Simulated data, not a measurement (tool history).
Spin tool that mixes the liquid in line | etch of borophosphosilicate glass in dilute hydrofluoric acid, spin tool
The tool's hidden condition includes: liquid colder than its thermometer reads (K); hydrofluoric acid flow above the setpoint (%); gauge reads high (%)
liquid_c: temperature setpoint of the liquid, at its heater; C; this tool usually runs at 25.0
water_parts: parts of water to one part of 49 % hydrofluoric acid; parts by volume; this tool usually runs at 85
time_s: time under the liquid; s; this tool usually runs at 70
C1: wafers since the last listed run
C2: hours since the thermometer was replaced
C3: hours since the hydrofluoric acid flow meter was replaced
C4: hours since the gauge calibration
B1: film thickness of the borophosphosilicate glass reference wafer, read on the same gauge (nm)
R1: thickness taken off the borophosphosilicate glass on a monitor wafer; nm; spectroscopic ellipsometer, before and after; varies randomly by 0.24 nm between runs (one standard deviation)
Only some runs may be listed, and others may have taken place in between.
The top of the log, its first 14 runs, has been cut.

{"run": 15, "hour": 379.9, "liquid_c": 25.0, "water_parts": 85, "time_s": 70, "C1": 344, "C2": 1761.6, "C3": 1898.9, "C4": 739.9, "B1": 60.0, "R1": 30.27}
{"run": 16, "hour": 413.3, "liquid_c": 20.5, "water_parts": 120, "time_s": 70, "C1": 558, "C2": 1795.0, "C3": 1932.3, "C4": 773.3, "B1": 60.01, "R1": 17.0}
{"run": 17, "hour": 431.1, "liquid_c": 20.0, "water_parts": 65, "time_s": 100, "C1": 297, "C2": 1812.8, "C3": 1950.1, "C4": 791.1, "B1": 59.99, "R1": 46.93}
{"run": 18, "hour": 465.9, "liquid_c": 25.0, "water_parts": 85, "time_s": 55, "C1": 581, "C2": 1847.6, "C3": 1984.9, "C4": 825.9, "B1": 60.0, "R1": 23.55}
{"run": 19, "hour": 491.2, "liquid_c": 28.5, "water_parts": 85, "time_s": 70, "C1": 422, "C2": 1872.9, "C3": 2010.2, "C4": 851.2, "B1": 59.99, "R1": 34.43}
{"run": 20, "hour": 516.6, "liquid_c": 23.0, "water_parts": 75, "time_s": 70, "C1": 424, "C2": 1898.3, "C3": 2035.6, "C4": 876.6, "B1": 59.99, "R1": 31.89}
{"hour": 528.5, "done": "hydrofluoric acid flow meter replaced"}
{"run": 21, "hour": 574.6, "liquid_c": 25.0, "water_parts": 60, "time_s": 45, "C1": 952, "C2": 1956.3, "C3": 46.1, "C4": 934.6, "B1": 60.02, "R1": 27.68}
{"hour": 586.4, "done": "gauge calibrated"}
{"run": 22, "hour": 637.9, "liquid_c": 28.5, "water_parts": 85, "time_s": 70, "C1": 1057, "C2": 2019.6, "C3": 109.4, "C4": 51.5, "B1": 59.99, "R1": 34.14}
{"hour": 671.6, "done": "thermometer replaced"}
{"run": 23, "hour": 672.4, "liquid_c": 25.0, "water_parts": 125, "time_s": 40, "C1": 559, "C2": 0.8, "C3": 143.9, "C4": 86.0, "B1": 60.0, "R1": 12.28}
{"run": 24, "hour": 716.6, "liquid_c": 27.5, "water_parts": 60, "time_s": 55, "C1": 738, "C2": 45.0, "C3": 188.1, "C4": 130.2, "B1": 60.0, "R1": 42.35}
{"run": 25, "hour": 728.8, "liquid_c": 29.5, "water_parts": 85, "time_s": 70, "C1": 203, "C2": 57.2, "C3": 200.3, "C4": 142.4, "B1": 59.99, "R1": 40.23}
{"run": 26, "hour": 744.3, "liquid_c": 20.5, "water_parts": 85, "time_s": 110, "C1": 259, "C2": 72.7, "C3": 215.8, "C4": 157.9, "B1": 60.0, "R1": 43.35}
{"run": 27, "hour": 764.2, "liquid_c": 25.0, "water_parts": 115, "time_s": 70, "C1": 332, "C2": 92.6, "C3": 235.7, "C4": 177.8, "B1": 59.99, "R1": 23.86}
{"run": 28, "hour": 794.8, "liquid_c": 25.0, "water_parts": 85, "time_s": 110, "C1": 511, "C2": 123.2, "C3": 266.3, "C4": 208.4, "B1": 60.0, "R1": 52.98}
{"run": 29, "hour": 816.0, "liquid_c": 22.0, "water_parts": 75, "time_s": 80, "C1": 354, "C2": 144.4, "C3": 287.5, "C4": 229.6, "B1": 60.01, "R1": 39.0}
{"run": 30, "hour": 847.3, "liquid_c": 25.0, "water_parts": 100, "time_s": 70, "C1": 523, "C2": 175.7, "C3": 318.8, "C4": 260.9, "B1": 60.0, "R1": 27.66}

What will run 31 give?
{"run": 31, "hour": 878.4, "liquid_c": 25.0, "water_parts": 85, "time_s": 35, "C1": 519, "C2": 206.8, "C3": 349.9, "C4": 292.0, "B1": "?", "R1": "?"}

Run 31 produced B1 59.99, R1 16.63 nm.
With no hidden state in the tool, this same run would have given R1 16.88 nm.

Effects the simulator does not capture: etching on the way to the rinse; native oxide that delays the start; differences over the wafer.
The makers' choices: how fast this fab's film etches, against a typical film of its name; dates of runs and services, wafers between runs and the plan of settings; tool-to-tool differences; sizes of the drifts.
